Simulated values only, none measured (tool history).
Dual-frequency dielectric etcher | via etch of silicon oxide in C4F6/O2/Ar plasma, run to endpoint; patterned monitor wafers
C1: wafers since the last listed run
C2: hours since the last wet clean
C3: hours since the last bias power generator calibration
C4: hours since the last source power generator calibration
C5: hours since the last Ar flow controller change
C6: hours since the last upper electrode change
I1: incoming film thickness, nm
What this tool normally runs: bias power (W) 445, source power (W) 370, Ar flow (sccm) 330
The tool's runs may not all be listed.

Run 1, day 0.000: usual settings but bias power (W) 363, source power (W) 340; C1 0; C2 185.0; C3 3493.9; C4 3644.0; C5 2089.3; C6 66.2; I1 94.7. Result: endpoint time (s) 24.7.
Run 2, day 2.396: usual settings but source power (W) 300; C1 1129; C2 242.5; C3 3551.4; C4 3701.5; C5 2146.8; C6 123.7; I1 95.0. Result: endpoint time (s) 24.4.
Run 3, day 4.538: usual settings but source power (W) 340, Ar flow (sccm) 305; C1 1009; C2 293.9; C3 3602.8; C4 3752.9; C5 2198.2; C6 175.1; I1 95.4. Result: endpoint time (s) 23.5.
Run 4, day 7.512: usual settings but source power (W) 340, Ar flow (sccm) 305; C1 1402; C2 365.3; C3 3674.2; C4 3824.3; C5 2269.6; C6 246.5; I1 93.9. Result: endpoint time (s) 23.0.
Run 5, day 11.062: usual settings; C1 1673; C2 450.5; C3 3759.4; C4 3909.5; C5 2354.8; C6 331.7; I1 95.6. Result: endpoint time (s) 23.2.
Run 6, day 15.354: usual settings; C1 2022; C2 553.5; C3 3862.4; C4 4012.5; C5 2457.8; C6 434.7; I1 94.7. Result: endpoint time (s) 22.9.
At day 18.579: Ar flow controller replaced.
Run 7, day 19.588: usual settings; C1 1877; C2 655.1; C3 3964.0; C4 4114.1; C5 24.2; C6 536.3; I1 94.6. Result: endpoint time (s) 22.6.
Run 8, day 21.721: usual settings; C1 1005; C2 706.3; C3 4015.2; C4 4165.3; C5 75.4; C6 587.5; I1 94.7. Result: endpoint time (s) 22.5.
Run 9, day 24.108: usual settings; C1 1125; C2 763.6; C3 4072.5; C4 4222.6; C5 132.7; C6 644.8; I1 94.4. Result: endpoint time (s) 22.4.
At day 25.883: source power generator calibrated.
Run 10, day 25.971: usual settings but bias power (W) 505, source power (W) 420, Ar flow (sccm) 410; C1 799; C2 808.3; C3 4117.2; C4 2.1; C5 177.4; C6 689.5; I1 95.4. Result: endpoint time (s) 21.7.
At day 28.788: wet clean of the chamber.
Run 11, day 28.808: usual settings but bias power (W) 347, source power (W) 290, Ar flow (sccm) 402; C1 866; C2 0.5; C3 4185.3; C4 70.2; C5 245.5; C6 757.6; I1 94.1. Result: endpoint time (s) 26.7.
Run 12, day 32.492: usual settings; C1 1736; C2 88.9; C3 4273.7; C4 158.6; C5 333.9; C6 846.0; I1 95.0. Result: endpoint time (s) 23.0.
Run 13, day 36.825: usual settings; C1 2042; C2 192.9; C3 4377.7; C4 262.6; C5 437.9; C6 950.0; I1 94.8. Result: endpoint time (s) 22.9.
At day 43.083: bias power generator calibrated.
Run 14, day 49.592: usual settings but source power (W) 310; C1 5938; C2 499.3; C3 156.2; C4 569.0; C5 744.3; C6 1256.4; I1 94.0. Result: endpoint time (s) 23.8.
Run 15, day 52.312: usual settings; C1 1282; C2 564.6; C3 221.5; C4 634.3; C5 809.6; C6 1321.7; I1 95.3. Result: endpoint time (s) 22.9.
Run 16, day 56.321: usual settings but bias power (W) 484, Ar flow (sccm) 381; C1 1889; C2 660.8; C3 317.7; C4 730.5; C5 905.8; C6 1417.9; I1 94.7. Result: endpoint time (s) 22.7.
At day 58.117: wet clean of the chamber.
Run 17, day 59.221: usual settings but source power (W) 340, Ar flow (sccm) 305; C1 895; C2 26.5; C3 387.3; C4 800.1; C5 975.4; C6 1487.5; I1 94.6. Result: endpoint time (s) 23.2.
Run 18, day 62.921: usual settings but bias power (W) 536, Ar flow (sccm) 307; C1 1743; C2 115.3; C3 476.1; C4 888.9; C5 1064.2; C6 1576.3; I1 95.3. Result: endpoint time (s) 21.7.
Run 19, day 64.667: usual settings but bias power (W) 398, source power (W) 320, Ar flow (sccm) 384; C1 822; C2 157.2; C3 518.0; C4 930.8; C5 1106.1; C6 1618.2; I1 95.6. Result: endpoint time (s) 25.4.
Run 20, day 68.071: usual settings; C1 1604; C2 238.9; C3 599.7; C4 1012.5; C5 1187.8; C6 1699.9; I1 94.8. Result: endpoint time (s) 23.0.
Run 21, day 72.038: usual settings but bias power (W) 555, Ar flow (sccm) 255; C1 1869; C2 334.1; C3 694.9; C4 1107.7; C5 1283.0; C6 1795.1; I1 94.3. Result: endpoint time (s) 20.7.
Run 22, day 74.129: usual settings; C1 985; C2 384.3; C3 745.1; C4 1157.9; C5 1333.2; C6 1845.3; I1 95.5. Result: endpoint time (s) 23.0.
Run 23, day 77.321: usual settings but bias power (W) 545, source power (W) 450, Ar flow (sccm) 251; C1 1504; C2 460.9; C3 821.7; C4 1234.5; C5 1409.8; C6 1921.9; I1 95.3. Result: endpoint time (s) 19.8.
Run 24, day 88.992: usual settings but source power (W) 400; C1 5500; C2 741.0; C3 1101.8; C4 1514.6; C5 1689.9; C6 2202.0; I1 95.8. Result: endpoint time (s) 22.5.
Run 25, day 90.771: usual settings but source power (W) 300; C1 838; C2 783.7; C3 1144.5; C4 1557.3; C5 1732.6; C6 2244.7; I1 94.9. Result: endpoint time (s) 24.2.
At day 93.167: wet clean of the chamber.
Run 26, day 93.188: usual settings; C1 667; C2 0.5; C3 1202.5; C4 1615.3; C5 1790.6; C6 2302.7; I1 95.0. Result: endpoint time (s) 23.2.
Run 27, day 97.392: usual settings but source power (W) 410, Ar flow (sccm) 367; C1 1981; C2 101.4; C3 1303.4; C4 1716.2; C5 1891.5; C6 2403.6; I1 94.5. Result: endpoint time (s) 22.5.
Run 28, day 100.708: usual settings but bias power (W) 518, Ar flow (sccm) 270; C1 1563; C2 181.0; C3 1383.0; C4 1795.8; C5 1971.1; C6 2483.2; I1 95.1. Result: endpoint time (s) 21.5.
Run 29, day 103.417: usual settings but bias power (W) 485, Ar flow (sccm) 295; C1 1276; C2 246.0; C3 1448.0; C4 1860.8; C5 2036.1; C6 2548.2; I1 95.5. Result: endpoint time (s) 22.3.
Run 30, day 107.733: usual settings but bias power (W) 544, source power (W) 340, Ar flow (sccm) 277; C1 2034; C2 349.6; C3 1551.6; C4 1964.4; C5 2139.7; C6 2651.8; I1 95.4. Result: endpoint time (s) 21.9.

Forecast each of these 3 alternatives for the next run:
Run A, day 107.750: usual settings but source power (W) 430; C1 7; C2 350.0; C3 1552.0; C4 1964.8; C5 2140.1; C6 2652.2; I1 93.8. Result: endpoint time (s) ?.
Run B, day 107.750: usual settings but Ar flow (sccm) 297; C1 7; C2 350.0; C3 1552.0; C4 1964.8; C5 2140.1; C6 2652.2; I1 93.8. Result: endpoint time (s) ?.
Run C, day 107.750: usual settings but bias power (W) 369, source power (W) 290, Ar flow (sccm) 409; C1 7; C2 350.0; C3 1552.0; C4 1964.8; C5 2140.1; C6 2652.2; I1 93.8. Result: endpoint time (s) ?.

run  endpoint time (s)
  A               21.8
  B               22.5
  C               26.4
Stripped of hidden state, with their random variation kept, the same runs would have yielded:
run  endpoint time (s)
  A               21.7
  B               22.4
  C               26.2
